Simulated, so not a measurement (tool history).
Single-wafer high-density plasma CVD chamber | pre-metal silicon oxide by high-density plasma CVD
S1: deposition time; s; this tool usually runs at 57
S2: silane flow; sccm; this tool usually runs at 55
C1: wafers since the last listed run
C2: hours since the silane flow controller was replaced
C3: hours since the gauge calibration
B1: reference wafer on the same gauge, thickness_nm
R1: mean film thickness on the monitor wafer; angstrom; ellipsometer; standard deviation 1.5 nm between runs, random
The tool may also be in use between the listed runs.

run    hour    S1  S2    C1      C2      C3       B1       R1
  1       0    57  55     0  3226.3   591.3  292.588  2873.92
  2    91.7    57  55  1206    3318     683   291.27  2897.88
  3   192.9    57  47  1331  3419.2   784.2  290.362  2544.92
  4   254.3    57  47   807  3480.6   845.6  289.478  2549.85
  5   318.7    57  47   847    3545     910  288.236  2535.56
  6   360.9    57  55   555  3587.2   952.2  287.792  2858.52
  7     434    57  55   961  3660.3  1025.3  286.301  2838.78
  8   491.3    57  55   753  3717.6  1082.6  285.792  2809.51
  9   579.2    57  55  1156  3805.5  1170.5  284.018  2825.18
 10   633.2    57  55   710  3859.5  1224.5  282.939  2804.84
 11   706.2    57  55   960  3932.5  1297.5  281.539  2765.36
 12   751.2    57  55   592  3977.5  1342.5  280.444  2776.42
 13     822    57  55   931  4048.3  1413.3  278.614  2748.06
      872.4  -- gauge calibrated
 14   888.4    57  48   873  4114.7      16  297.895  2646.59
      988.5  -- silane flow controller replaced
 15     989    57  48  1218     0.5   116.6  298.147  2637.28
 16  1081.8  52.3  48  1221    93.3   209.4  297.898  2421.47
 17  1124.4    57  62   560   135.9     252  297.654  3228.67
 18  1211.9    57  55  1151   223.4   339.5  296.961  2942.17
 19  1481.7  64.5  63  3550   493.2   609.3  294.868  3681.36
 20  1551.2    57  55   914   562.7   678.8  293.755  2934.45
 21  1637.8  65.3  46  1139   649.3   765.4  292.647  2925.72
 22  1704.6  62.3  55   878   716.1   832.2  292.052   3145.6
 23    1755    57  59   663   766.5   882.6   291.65  3045.02
 24  1811.9  61.8  55   748   823.4   939.5  290.451  3093.86
 25  1898.4    57  47  1138   909.9    1026  289.315  2533.52
 26  1997.5  47.4  47  1303    1009  1125.1   287.33   2115.4
 27  2034.6  50.7  44   488  1046.1  1162.2  286.804  2121.58
 28    2073  49.2  64   505  1084.5  1200.6  285.727  2768.57
 29  2136.9  49.6  65   840  1148.4  1264.5  284.769  2838.72
     2144.6  -- gauge calibrated
 30  2221.3  65.3  46  1110  1232.8    76.7  299.477  2961.04
 31  2294.8  50.3  55   967  1306.3   150.2  299.946  2628.85

How would selected steps in R1 from run to run divide? Give the signed amount a tool lacking its hidden state would still show from settings, what came in and random variation, and the signed amount left for the hidden state, including any gauge scatter that is not in both of the compared results.
Hidden state present: delivered silane flow above the setpoint (%); gauge reads high (%).
Run 13 -> 14: S2 55 -> 48, gauge calibrated. R1 -101.47 angstrom: hidden state +188, all else -289.47.
Run 16 -> 17: S1 52.3 -> 57, S2 48 -> 62. R1 +807.2 angstrom: hidden state -5.71, all else +812.91.
Run 18 -> 19: S1 57 -> 64.5, S2 55 -> 63. R1 +739.19 angstrom: hidden state -31.37, all else +770.56.
Run 19 -> 20: S1 64.5 -> 57, S2 63 -> 55. R1 -746.91 angstrom: hidden state +3.07, all else -749.98.
Run 27 -> 28: S1 50.7 -> 49.2, S2 44 -> 64. R1 +646.99 angstrom: hidden state -34.86, all else +681.85.
Run 29 -> 30: S1 49.6 -> 65.3, S2 65 -> 46, gauge calibrated. R1 +122.32 angstrom: hidden state +150.32, all else -28.
